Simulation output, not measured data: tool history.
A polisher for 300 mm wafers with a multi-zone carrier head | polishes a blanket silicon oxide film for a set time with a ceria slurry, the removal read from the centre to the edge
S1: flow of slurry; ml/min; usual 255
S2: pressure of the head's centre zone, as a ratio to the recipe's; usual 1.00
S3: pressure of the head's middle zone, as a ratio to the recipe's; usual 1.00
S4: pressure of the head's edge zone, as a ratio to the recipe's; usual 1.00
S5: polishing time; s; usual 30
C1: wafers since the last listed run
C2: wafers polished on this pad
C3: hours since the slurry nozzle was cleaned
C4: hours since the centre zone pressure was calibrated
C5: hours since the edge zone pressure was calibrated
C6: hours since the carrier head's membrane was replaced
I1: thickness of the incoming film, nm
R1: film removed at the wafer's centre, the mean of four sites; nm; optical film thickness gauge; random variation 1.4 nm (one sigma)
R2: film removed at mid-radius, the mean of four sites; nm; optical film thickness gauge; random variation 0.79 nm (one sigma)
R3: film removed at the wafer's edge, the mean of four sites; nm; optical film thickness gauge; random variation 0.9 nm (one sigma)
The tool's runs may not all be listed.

run,hour,S1,S2,S3,S4,S5,C1,C2,C3,C4,C5,C6,I1,R1,R2,R3
1,0.0,255,1.00,1.00,1.00,30,0,2879,90.9,179.4,452.1,9.3,1792.9,88.5,101.9,100.1
# hour 20.5: edge zone pressure recalibrated
2,252.3,255,1.00,1.00,1.00,30,4436,7315,343.2,431.7,231.8,261.6,1759.7,86.9,100.4,100.3
# hour 274.4: worn pad replaced by a new one
3,293.9,255,1.00,1.00,1.00,30,666,346,384.8,473.3,273.4,303.2,1791.9,87.8,100.0,100.9
4,347.0,255,1.00,1.00,1.00,30,941,1287,437.9,526.4,326.5,356.3,1770.2,86.5,102.4,99.8
# hour 375.5: slurry nozzle cleaned
# hour 403.0: centre zone pressure recalibrated, repeated, since the last time left the tool worse
5,415.6,255,1.00,1.00,1.00,30,1162,2450,40.1,12.6,395.1,424.9,1746.2,103.3,101.0,101.2
# hour 450.5: carrier head's membrane replaced by a new one
6,455.6,185,1.03,1.10,1.00,30,620,3070,80.1,52.6,435.1,5.1,1786.5,101.0,106.3,96.8
# hour 558.2: edge zone pressure recalibrated
7,559.4,255,1.04,1.00,1.00,30,1804,4874,183.9,156.4,1.2,108.9,1763.1,107.1,102.1,101.0
8,632.6,255,1.00,1.00,1.00,30,1297,6172,257.1,229.6,74.4,182.1,1765.1,100.8,101.1,98.1
9,675.9,255,1.00,1.00,1.00,30,767,6939,300.4,272.9,117.7,225.4,1790.1,103.1,100.3,98.8
10,714.5,345,0.96,0.88,1.00,37,684,7623,339.0,311.5,156.3,264.0,1776.5,126.4,116.0,125.3
11,750.7,255,1.00,1.00,1.00,24,641,8265,375.2,347.7,192.5,300.2,1763.2,81.4,81.2,79.6
12,803.5,255,1.00,1.00,1.00,30,935,9201,428.0,400.5,245.3,353.0,1773.5,101.1,102.6,99.1
# hour 833.1: worn pad replaced by a new one
# hour 881.1: slurry nozzle cleaned
13,888.6,255,1.00,1.00,1.00,30,1419,966,7.5,485.6,330.4,438.1,1722.5,100.8,100.3,101.7
14,927.6,195,1.00,1.09,0.93,35,691,1657,46.5,524.6,369.4,477.1,1770.6,114.9,124.5,111.0
# hour 1021.4: edge zone pressure recalibrated
15,1024.2,255,1.00,1.00,0.90,30,1676,3334,143.1,621.2,2.8,573.7,1760.8,98.8,101.3,95.8
# hour 1046.1: carrier head's membrane replaced by a new one
16,1114.8,255,1.00,1.08,1.00,30,1517,4851,233.7,711.8,93.4,68.7,1759.7,101.8,108.7,99.1
17,1175.2,220,1.00,1.00,1.00,30,1070,5922,294.1,772.2,153.8,129.1,1752.1,96.7,99.1,99.0
# hour 1253.9: worn pad replaced by a new one
18,1277.6,305,1.00,1.00,0.90,37,1743,420,396.5,874.6,256.2,231.5,1780.9,125.8,127.6,118.1
19,1331.0,255,0.93,1.00,1.00,30,946,1366,449.9,928.0,309.6,284.9,1784.9,88.2,101.6,101.0
20,1382.8,320,0.95,1.00,1.00,27,918,2285,501.7,979.8,361.4,336.7,1774.4,84.9,91.5,90.8
# hour 1428.8: slurry nozzle cleaned
21,1446.7,315,1.09,1.12,1.00,30,1114,3399,17.9,1043.7,425.3,400.6,1747.7,108.6,112.9,101.0
# hour 1479.5: edge zone pressure recalibrated
22,1504.0,195,1.12,1.00,1.00,30,980,4379,75.2,1101.0,24.5,457.9,1767.3,104.9,99.5,98.4

Forecast each of these 4 alternatives for the next run:
A,1504.4,255,1.00,1.00,1.00,21,7,4387,75.6,1101.4,24.9,458.3,1742.6,?,?,?
B,1504.4,255,0.91,1.00,1.00,36,7,4387,75.6,1101.4,24.9,458.3,1742.6,?,?,?
C,1504.4,345,0.90,0.93,1.00,35,7,4387,75.6,1101.4,24.9,458.3,1742.6,?,?,?
D,1504.4,255,1.00,0.91,0.95,30,7,4387,75.6,1101.4,24.9,458.3,1742.6,?,?,?

run,R1,R2,R3
A,68.4,71.7,69.9
B,106.5,123.0,119.9
C,105.1,115.2,118.8
D,97.6,94.7,97.6
Without the tool's hidden state the same runs would have given:
run,R1,R2,R3
A,73.3,71.7,69.9
B,114.2,122.9,119.9
C,112.7,115.2,118.8
D,104.6,94.6,97.6
